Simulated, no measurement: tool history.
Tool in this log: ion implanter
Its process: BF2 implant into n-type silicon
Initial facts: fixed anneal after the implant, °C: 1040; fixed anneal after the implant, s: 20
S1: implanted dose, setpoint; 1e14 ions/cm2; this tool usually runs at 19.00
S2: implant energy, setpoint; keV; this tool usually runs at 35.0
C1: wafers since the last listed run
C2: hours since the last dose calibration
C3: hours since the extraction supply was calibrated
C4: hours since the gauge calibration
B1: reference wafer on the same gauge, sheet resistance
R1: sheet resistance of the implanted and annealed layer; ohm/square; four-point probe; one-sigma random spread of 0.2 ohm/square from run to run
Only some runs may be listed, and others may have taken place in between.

{"run": 1, "hour": 0.0, "S1": 19.0, "S2": 35.0, "C1": 0, "C2": 590.9, "C3": 3260.3, "C4": 42.3, "B1": 105.33, "R1": 96.53}
{"run": 2, "hour": 64.8, "S1": 19.0, "S2": 35.0, "C1": 1640, "C2": 655.7, "C3": 3325.1, "C4": 107.1, "B1": 105.38, "R1": 96.65}
{"run": 3, "hour": 129.1, "S1": 19.0, "S2": 35.0, "C1": 1627, "C2": 720.0, "C3": 3389.4, "C4": 171.4, "B1": 105.38, "R1": 96.7}
{"run": 4, "hour": 164.9, "S1": 19.0, "S2": 35.0, "C1": 906, "C2": 755.8, "C3": 3425.2, "C4": 207.2, "B1": 105.37, "R1": 96.25}
{"run": 5, "hour": 196.8, "S1": 19.0, "S2": 35.0, "C1": 807, "C2": 787.7, "C3": 3457.1, "C4": 239.1, "B1": 105.36, "R1": 96.38}
{"run": 6, "hour": 255.6, "S1": 19.0, "S2": 35.0, "C1": 1488, "C2": 846.5, "C3": 3515.9, "C4": 297.9, "B1": 105.35, "R1": 96.13}
{"run": 7, "hour": 284.8, "S1": 19.0, "S2": 35.0, "C1": 739, "C2": 875.7, "C3": 3545.1, "C4": 327.1, "B1": 105.4, "R1": 96.54}
{"run": 8, "hour": 316.1, "S1": 16.82, "S2": 35.0, "C1": 792, "C2": 907.0, "C3": 3576.4, "C4": 358.4, "B1": 105.39, "R1": 99.74}
{"run": 9, "hour": 387.3, "S1": 16.82, "S2": 35.0, "C1": 1802, "C2": 978.2, "C3": 3647.6, "C4": 429.6, "B1": 105.39, "R1": 99.28}
{"run": 10, "hour": 451.2, "S1": 19.0, "S2": 35.0, "C1": 1617, "C2": 1042.1, "C3": 3711.5, "C4": 493.5, "B1": 105.4, "R1": 96.29}
{"run": 11, "hour": 515.1, "S1": 19.0, "S2": 35.0, "C1": 1617, "C2": 1106.0, "C3": 3775.4, "C4": 557.4, "B1": 105.37, "R1": 96.72}
{"run": 12, "hour": 565.8, "S1": 16.9, "S2": 39.5, "C1": 1283, "C2": 1156.7, "C3": 3826.1, "C4": 608.1, "B1": 105.46, "R1": 94.63}
{"run": 13, "hour": 635.4, "S1": 22.04, "S2": 23.0, "C1": 1761, "C2": 1226.3, "C3": 3895.7, "C4": 677.7, "B1": 105.41, "R1": 110.29}
{"run": 14, "hour": 671.9, "S1": 16.26, "S2": 35.0, "C1": 923, "C2": 1262.8, "C3": 3932.2, "C4": 714.2, "B1": 105.36, "R1": 100.02}
{"hour": 713.9, "done": "extraction supply calibrated"}
{"run": 15, "hour": 731.9, "S1": 17.16, "S2": 35.0, "C1": 1316, "C2": 1322.8, "C3": 18.0, "C4": 774.2, "B1": 105.43, "R1": 99.03}
{"run": 16, "hour": 785.7, "S1": 22.52, "S2": 39.0, "C1": 1361, "C2": 1376.6, "C3": 71.8, "C4": 828.0, "B1": 105.45, "R1": 89.41}

Expected results for the next run?
{"run": 17, "hour": 857.5, "S1": 17.17, "S2": 30.5, "C1": 1817, "C2": 1448.4, "C3": 143.6, "C4": 899.8, "B1": "?", "R1": "?"}

{"run 17": {"B1": 105.4, "R1": 104.0}}
Minus the tool's unlogged condition, the same run would have read R1 104.00 ohm/square.
